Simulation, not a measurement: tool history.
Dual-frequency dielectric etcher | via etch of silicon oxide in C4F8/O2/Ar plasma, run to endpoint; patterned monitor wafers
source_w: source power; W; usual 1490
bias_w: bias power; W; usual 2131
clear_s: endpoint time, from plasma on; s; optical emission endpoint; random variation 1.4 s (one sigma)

run	hour	source_w	bias_w	incoming incoming film thickness, nm	clear_s
1	0	1200	2131	1357.1	349
2	60.9	1200	2131	1359.5	348.7
3	74.6	1200	2131	1349.1	345.8
4	110.5	1490	1726	1352.1	340.4
5	143.3	1490	2131	1357.8	318.6
6	160	1490	2131	1342.9	312
7	257.2	1490	2131	1338.2	309.6
8	275.4	1490	2131	1350.4	312.5
# hour 316.3: wet clean of the chamber
9	316.8	1490	2131	1341.7	318.9
10	332.3	1250	1932	1352.5	360.8
# hour 360.6: upper electrode replaced
11	361.1	1330	2131	1345.4	332.1
12	385.9	1330	2131	1349.5	332.7
13	407.7	1490	2131	1351.7	318.4
# hour 433.5: bias power generator calibrated
14	464.8	1490	2131	1354.9	319.8
15	489.3	1490	2131	1347.7	317.7
16	506.1	1490	2131	1355.6	320.8
17	529.1	1260	1601	1362.5	379.5
18	559.9	1490	2294	1338.8	303.5
19	583.8	1200	1909	1340.6	358.3
20	601.7	1490	2131	1343.1	316.2
21	631.4	1310	2361	1355.8	321.9
22	666.3	1490	2131	1353.1	316.2
23	685.6	1240	1650	1331.9	367
24	720.2	1240	1794	1351.3	363.5
25	751.5	1490	1939	1345.6	324.1
# hour 768.6: source power generator calibrated
26	769.1	1490	2131	1340.1	312
# hour 808.6: wet clean of the chamber
27	809.1	1850	2131	1336.7	292.1
28	819.4	1700	2131	1339.1	301.3
29	864	1580	1908	1354	329.8

Forecast run 30:
30	891.5	1490	2131	1344.4	?

Run 30 gave clear_s 317.3 s.
Without the tool's hidden state the same run would have given clear_s 317.6 s.
